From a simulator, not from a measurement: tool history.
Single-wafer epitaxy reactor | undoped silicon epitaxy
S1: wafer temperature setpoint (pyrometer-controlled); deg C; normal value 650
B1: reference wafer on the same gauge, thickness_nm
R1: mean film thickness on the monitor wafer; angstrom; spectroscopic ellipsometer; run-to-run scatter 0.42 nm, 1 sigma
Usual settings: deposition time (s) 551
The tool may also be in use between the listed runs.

{"run": 1, "hour": 0.0, "S1": 650, "deposition time (s)": 551, "B1": 93.037, "R1": 998.61}
{"run": 2, "hour": 13.9, "S1": 650, "deposition time (s)": 551, "B1": 93.194, "R1": 997.58}
{"run": 3, "hour": 28.8, "S1": 650, "deposition time (s)": 551, "B1": 93.203, "R1": 993.15}
{"run": 4, "hour": 46.1, "S1": 650, "deposition time (s)": 600, "B1": 93.278, "R1": 1082.62}
{"run": 5, "hour": 63.0, "S1": 650, "deposition time (s)": 600, "B1": 93.295, "R1": 1083.71}
{"run": 6, "hour": 69.8, "S1": 643, "deposition time (s)": 551, "B1": 93.08, "R1": 872.68}
{"run": 7, "hour": 83.4, "S1": 643, "deposition time (s)": 551, "B1": 93.155, "R1": 872.32}
{"run": 8, "hour": 92.8, "S1": 643, "deposition time (s)": 551, "B1": 93.243, "R1": 866.1}
{"run": 9, "hour": 99.8, "S1": 659, "deposition time (s)": 551, "B1": 93.163, "R1": 1188.73}
{"run": 10, "hour": 115.7, "S1": 659, "deposition time (s)": 551, "B1": 93.122, "R1": 1185.71}
{"run": 11, "hour": 122.1, "S1": 659, "deposition time (s)": 551, "B1": 93.142, "R1": 1194.47}
{"run": 12, "hour": 131.5, "S1": 638, "deposition time (s)": 573, "B1": 93.22, "R1": 822.06}
{"run": 13, "hour": 143.7, "S1": 650, "deposition time (s)": 551, "B1": 93.129, "R1": 1010.67}
{"run": 14, "hour": 155.5, "S1": 650, "deposition time (s)": 551, "B1": 93.084, "R1": 1001.71}
{"run": 15, "hour": 167.6, "S1": 650, "deposition time (s)": 551, "B1": 93.236, "R1": 1003.74}
{"run": 16, "hour": 178.2, "S1": 645, "deposition time (s)": 551, "B1": 93.21, "R1": 913.46}
{"run": 17, "hour": 193.5, "S1": 650, "deposition time (s)": 551, "B1": 93.232, "R1": 1007.7}
{"run": 18, "hour": 207.4, "S1": 650, "deposition time (s)": 551, "B1": 93.27, "R1": 1006.83}
{"run": 19, "hour": 222.9, "S1": 650, "deposition time (s)": 551, "B1": 93.203, "R1": 1006.91}
{"run": 20, "hour": 236.2, "S1": 644, "deposition time (s)": 551, "B1": 93.165, "R1": 895.85}
{"run": 21, "hour": 245.0, "S1": 644, "deposition time (s)": 551, "B1": 93.382, "R1": 903.22}
{"run": 22, "hour": 253.7, "S1": 650, "deposition time (s)": 512, "B1": 93.075, "R1": 943.35}
{"run": 23, "hour": 265.5, "S1": 639, "deposition time (s)": 479, "B1": 93.337, "R1": 717.09}
{"run": 24, "hour": 278.4, "S1": 658, "deposition time (s)": 551, "B1": 93.201, "R1": 1184.61}
{"run": 25, "hour": 296.0, "S1": 644, "deposition time (s)": 551, "B1": 93.212, "R1": 905.02}
{"run": 26, "hour": 308.1, "S1": 650, "deposition time (s)": 600, "B1": 93.174, "R1": 1112.28}
{"run": 27, "hour": 322.4, "S1": 656, "deposition time (s)": 505, "B1": 93.21, "R1": 1050.09}
{"run": 28, "hour": 333.8, "S1": 664, "deposition time (s)": 627, "B1": 93.316, "R1": 1518.71}
{"hour": 339.6, "done": "gauge calibrated"}
{"run": 29, "hour": 348.8, "S1": 640, "deposition time (s)": 551, "B1": 93.124, "R1": 843.6}
{"run": 30, "hour": 372.9, "S1": 650, "deposition time (s)": 551, "B1": 93.309, "R1": 1020.46}
{"run": 31, "hour": 379.4, "S1": 643, "deposition time (s)": 661, "B1": 93.227, "R1": 1076.73}
{"run": 32, "hour": 396.5, "S1": 660, "deposition time (s)": 580, "B1": 93.277, "R1": 1305.07}
{"run": 33, "hour": 411.6, "S1": 650, "deposition time (s)": 551, "B1": 93.144, "R1": 1025.44}
{"hour": 421.4, "done": "pyrometer calibrated"}
{"run": 34, "hour": 423.1, "S1": 650, "deposition time (s)": 512, "B1": 93.297, "R1": 914.93}
{"run": 35, "hour": 440.8, "S1": 643, "deposition time (s)": 597, "B1": 93.114, "R1": 931.89}
{"run": 36, "hour": 454.3, "S1": 643, "deposition time (s)": 516, "B1": 93.236, "R1": 804.7}
{"run": 37, "hour": 469.8, "S1": 641, "deposition time (s)": 479, "B1": 93.185, "R1": 716.09}

Run 38, settings as shown, results not yet in. Your forecast:
{"run": 38, "hour": 482.7, "S1": 646, "deposition time (s)": 600, "B1": "?", "R1": "?"}

{"run 38": {"B1": 93.255, "R1": 994.71}}
Take away the tool's hidden state, keep the run-to-run variation as it was, and the same run would have given R1 980.05 angstrom.
